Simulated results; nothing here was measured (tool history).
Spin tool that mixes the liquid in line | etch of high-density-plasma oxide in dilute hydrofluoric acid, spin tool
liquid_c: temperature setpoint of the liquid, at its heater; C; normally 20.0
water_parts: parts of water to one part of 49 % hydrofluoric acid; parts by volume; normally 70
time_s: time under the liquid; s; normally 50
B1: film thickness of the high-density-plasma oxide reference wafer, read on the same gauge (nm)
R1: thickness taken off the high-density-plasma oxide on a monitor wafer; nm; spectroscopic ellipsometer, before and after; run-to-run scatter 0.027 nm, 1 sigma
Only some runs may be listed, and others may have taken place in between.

{"run": 1, "hour": 0.0, "liquid_c": 20.0, "water_parts": 70, "time_s": 50, "B1": 30.024, "R1": 6.049}
{"run": 2, "hour": 13.4, "liquid_c": 20.0, "water_parts": 70, "time_s": 50, "B1": 29.959, "R1": 6.068}
{"run": 3, "hour": 31.0, "liquid_c": 20.0, "water_parts": 70, "time_s": 40, "B1": 29.998, "R1": 4.804}
{"hour": 62.0, "done": "hydrofluoric acid flow meter replaced"}
{"run": 4, "hour": 84.8, "liquid_c": 20.0, "water_parts": 50, "time_s": 50, "B1": 30.016, "R1": 7.844}
{"run": 5, "hour": 102.2, "liquid_c": 20.0, "water_parts": 50, "time_s": 50, "B1": 30.02, "R1": 7.854}
{"run": 6, "hour": 109.8, "liquid_c": 17.0, "water_parts": 70, "time_s": 50, "B1": 29.99, "R1": 4.84}
{"run": 7, "hour": 119.9, "liquid_c": 17.0, "water_parts": 70, "time_s": 50, "B1": 30.012, "R1": 4.816}
{"run": 8, "hour": 135.7, "liquid_c": 20.0, "water_parts": 70, "time_s": 75, "B1": 29.979, "R1": 8.242}
{"run": 9, "hour": 151.0, "liquid_c": 20.0, "water_parts": 70, "time_s": 55, "B1": 30.005, "R1": 6.041}
{"run": 10, "hour": 158.9, "liquid_c": 20.0, "water_parts": 70, "time_s": 55, "B1": 29.953, "R1": 6.041}
{"run": 11, "hour": 165.1, "liquid_c": 20.0, "water_parts": 80, "time_s": 80, "B1": 29.982, "R1": 7.574}
{"run": 12, "hour": 183.1, "liquid_c": 20.0, "water_parts": 70, "time_s": 55, "B1": 29.984, "R1": 6.066}
{"run": 13, "hour": 199.1, "liquid_c": 20.0, "water_parts": 70, "time_s": 25, "B1": 29.981, "R1": 2.744}
{"run": 14, "hour": 210.9, "liquid_c": 18.0, "water_parts": 90, "time_s": 30, "B1": 30.026, "R1": 2.322}
{"hour": 220.0, "done": "gauge calibrated"}
{"run": 15, "hour": 220.1, "liquid_c": 23.0, "water_parts": 90, "time_s": 30, "B1": 30.042, "R1": 2.854}
{"run": 16, "hour": 238.1, "liquid_c": 20.0, "water_parts": 70, "time_s": 50, "B1": 29.993, "R1": 5.561}
{"run": 17, "hour": 246.6, "liquid_c": 17.0, "water_parts": 90, "time_s": 60, "B1": 29.983, "R1": 4.459}
{"run": 18, "hour": 261.7, "liquid_c": 20.0, "water_parts": 70, "time_s": 50, "B1": 30.021, "R1": 5.492}
{"run": 19, "hour": 278.8, "liquid_c": 20.0, "water_parts": 70, "time_s": 50, "B1": 30.017, "R1": 5.49}
{"run": 20, "hour": 290.0, "liquid_c": 20.0, "water_parts": 50, "time_s": 40, "B1": 30.009, "R1": 6.403}
{"hour": 303.6, "done": "thermometer replaced"}
{"run": 21, "hour": 304.1, "liquid_c": 20.0, "water_parts": 70, "time_s": 50, "B1": 29.985, "R1": 5.37}
{"run": 22, "hour": 336.1, "liquid_c": 17.0, "water_parts": 70, "time_s": 30, "B1": 29.964, "R1": 2.865}
{"run": 23, "hour": 349.6, "liquid_c": 20.0, "water_parts": 70, "time_s": 50, "B1": 29.981, "R1": 5.403}
{"run": 24, "hour": 359.9, "liquid_c": 20.0, "water_parts": 85, "time_s": 50, "B1": 29.999, "R1": 4.395}
{"run": 25, "hour": 372.5, "liquid_c": 23.5, "water_parts": 90, "time_s": 60, "B1": 30.021, "R1": 5.754}
{"run": 26, "hour": 386.9, "liquid_c": 21.5, "water_parts": 35, "time_s": 80, "B1": 30.0, "R1": 19.364}
{"run": 27, "hour": 402.4, "liquid_c": 23.0, "water_parts": 70, "time_s": 50, "B1": 29.984, "R1": 6.182}
{"run": 28, "hour": 411.3, "liquid_c": 17.0, "water_parts": 35, "time_s": 25, "B1": 30.008, "R1": 4.97}
{"run": 29, "hour": 419.7, "liquid_c": 20.0, "water_parts": 70, "time_s": 50, "B1": 30.01, "R1": 5.499}
{"run": 30, "hour": 436.6, "liquid_c": 17.0, "water_parts": 45, "time_s": 70, "B1": 30.016, "R1": 10.747}
{"run": 31, "hour": 450.3, "liquid_c": 20.0, "water_parts": 70, "time_s": 50, "B1": 30.004, "R1": 5.502}

Branching from run 31: 5 alternative next runs. What would each branch give?
{"run": "A", "hour": 450.7, "liquid_c": 20.0, "water_parts": 70, "time_s": 50, "B1": "?", "R1": "?"}
{"run": "B", "hour": 450.7, "liquid_c": 24.0, "water_parts": 40, "time_s": 20, "B1": "?", "R1": "?"}
{"run": "C", "hour": 450.7, "liquid_c": 22.0, "water_parts": 40, "time_s": 50, "B1": "?", "R1": "?"}
{"run": "D", "hour": 450.7, "liquid_c": 23.0, "water_parts": 90, "time_s": 65, "B1": "?", "R1": "?"}
{"run": "E", "hour": 450.7, "liquid_c": 24.0, "water_parts": 45, "time_s": 35, "B1": "?", "R1": "?"}

run=A B1=30.029 R1=5.507
run=B B1=30.029 R1=4.726
run=C B1=30.029 R1=10.868
run=D B1=30.029 R1=6.151
run=E B1=30.029 R1=7.302
Without the tool's hidden state the same runs would have given:
run=A R1=5.340
run=B R1=4.585
run=C R1=10.543
run=D R1=5.963
run=E R1=7.084
